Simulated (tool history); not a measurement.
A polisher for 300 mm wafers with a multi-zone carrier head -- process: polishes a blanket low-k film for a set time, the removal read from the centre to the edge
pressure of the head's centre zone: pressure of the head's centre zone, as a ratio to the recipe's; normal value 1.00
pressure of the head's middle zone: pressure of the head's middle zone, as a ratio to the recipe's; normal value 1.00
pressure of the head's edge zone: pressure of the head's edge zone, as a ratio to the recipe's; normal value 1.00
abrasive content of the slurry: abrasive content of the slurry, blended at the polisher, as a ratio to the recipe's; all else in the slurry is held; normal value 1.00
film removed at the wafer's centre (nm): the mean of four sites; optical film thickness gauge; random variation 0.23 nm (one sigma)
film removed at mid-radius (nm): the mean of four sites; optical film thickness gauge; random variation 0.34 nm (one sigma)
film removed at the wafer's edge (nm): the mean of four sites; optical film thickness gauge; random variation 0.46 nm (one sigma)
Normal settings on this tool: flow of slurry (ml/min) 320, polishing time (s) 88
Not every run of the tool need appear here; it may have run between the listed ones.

run	hour	flow of slurry (ml/min)	pressure of the head's centre zone	pressure of the head's middle zone	pressure of the head's edge zone	abrasive content of the slurry	polishing time (s)	wafers since the last listed run	wafers polished on this pad	hours since the slurry nozzle was cleaned	hours since the centre zone pressure was calibrated	hours since the edge zone pressure was calibrated	hours since the carrier head's membrane was replaced	incoming thickness of the incoming film, nm	film removed at the wafer's centre (nm)	film removed at mid-radius (nm)	film removed at the wafer's edge (nm)
1	0.0	320	1.00	1.00	1.00	1.00	68	0	1588	461.3	88.8	117.9	1385.0	538.2	25.6	25.0	27.8
2	27.5	320	1.00	1.00	1.08	1.00	88	182	1770	488.8	116.3	145.4	1412.5	526.3	33.0	33.2	35.7
# hour 52.7: slurry nozzle cleaned, repeated, since the last time left the tool worse
3	81.1	320	1.00	1.00	1.00	1.00	116	348	2118	28.4	169.9	199.0	1466.1	534.8	49.3	48.9	49.6
4	143.3	320	1.00	1.00	1.00	1.00	88	411	2530	90.6	232.1	261.2	1528.3	538.2	37.3	36.5	36.9
5	191.0	320	1.00	1.03	1.04	0.80	65	315	2845	138.3	279.8	308.9	1576.0	529.8	25.3	25.1	26.2
# hour 221.0: worn pad replaced by a new one
6	222.4	280	0.95	1.00	1.00	1.00	88	181	9	169.7	311.2	340.3	1607.4	531.4	34.4	36.0	36.9
7	273.4	320	1.00	1.00	1.00	1.00	88	337	347	220.7	362.2	391.3	1658.4	534.4	36.8	36.7	38.0
# hour 281.4: carrier head's membrane replaced by a new one
# hour 343.9: centre zone pressure recalibrated
8	344.4	320	1.00	1.00	1.00	1.00	88	423	770	291.7	0.5	462.3	63.0	524.0	36.6	36.3	37.3
9	382.7	320	1.00	1.00	1.00	1.00	88	253	1024	330.0	38.8	500.6	101.3	527.5	37.0	36.4	37.2
10	411.5	395	1.00	1.00	1.00	1.00	88	190	1214	358.8	67.6	529.4	130.1	525.0	37.7	36.6	37.0
# hour 424.3: edge zone pressure recalibrated
11	445.7	235	1.00	0.95	1.00	1.00	88	213	1427	393.0	101.8	21.4	164.3	522.9	35.1	33.1	36.3
12	474.8	320	1.00	1.00	1.00	1.00	88	192	1620	422.1	130.9	50.5	193.4	522.8	36.6	36.3	37.4
13	502.3	405	1.00	1.00	0.95	1.00	104	182	1802	449.6	158.4	78.0	220.9	532.6	44.1	43.7	44.6
14	558.2	320	0.96	1.00	1.00	1.00	88	369	2172	505.5	214.3	133.9	276.8	534.3	35.3	35.8	36.8
15	616.4	320	0.97	1.00	1.11	1.00	62	385	2557	563.7	272.5	192.1	335.0	540.8	25.1	25.4	27.5
# hour 623.4: worn pad replaced by a new one
16	659.1	320	1.00	1.00	1.00	1.00	88	256	236	606.4	315.2	234.8	377.7	535.5	36.4	35.9	38.2
17	717.1	320	1.00	1.00	1.00	1.00	106	383	619	664.4	373.2	292.8	435.7	530.2	44.6	42.8	44.2
# hour 761.3: centre zone pressure recalibrated
18	777.9	320	1.04	1.05	1.00	1.00	88	389	1009	725.2	16.6	353.6	496.5	536.3	38.0	37.6	36.7
19	825.9	320	1.00	1.00	1.00	1.00	114	317	1326	773.2	64.6	401.6	544.5	528.4	47.2	46.3	47.6
20	854.6	290	1.00	1.00	1.00	1.00	88	189	1516	801.9	93.3	430.3	573.2	524.7	36.1	35.2	37.2
21	905.7	320	1.00	0.96	1.00	1.00	88	338	1855	853.0	144.4	481.4	624.3	526.1	36.5	34.7	37.9

4 ways to go on from here, each from the tool as it stands after run 21. What would each give?
A	906.2	320	1.00	1.00	0.92	1.00	88	3	1858	853.5	144.9	481.9	624.8	533.9	?	?	?
B	906.2	320	1.00	0.95	1.00	1.00	88	3	1858	853.5	144.9	481.9	624.8	533.9	?	?	?
C	906.2	320	1.00	1.10	1.00	0.85	88	3	1858	853.5	144.9	481.9	624.8	533.9	?	?	?
D	906.2	320	1.00	0.90	0.94	1.00	88	3	1858	853.5	144.9	481.9	624.8	533.9	?	?	?

run	film removed at the wafer's centre (nm)	film removed at mid-radius (nm)	film removed at the wafer's edge (nm)
A	36.2	36.3	35.5
B	36.2	34.8	37.0
C	34.2	37.1	34.8
D	36.2	33.3	36.0
Stripped of hidden state, with their random variation kept, the same runs would have yielded:
run	film removed at the wafer's centre (nm)	film removed at mid-radius (nm)	film removed at the wafer's edge (nm)
A	37.2	37.2	36.2
B	37.1	35.6	37.6
C	35.1	38.0	35.4
D	37.1	34.0	36.6
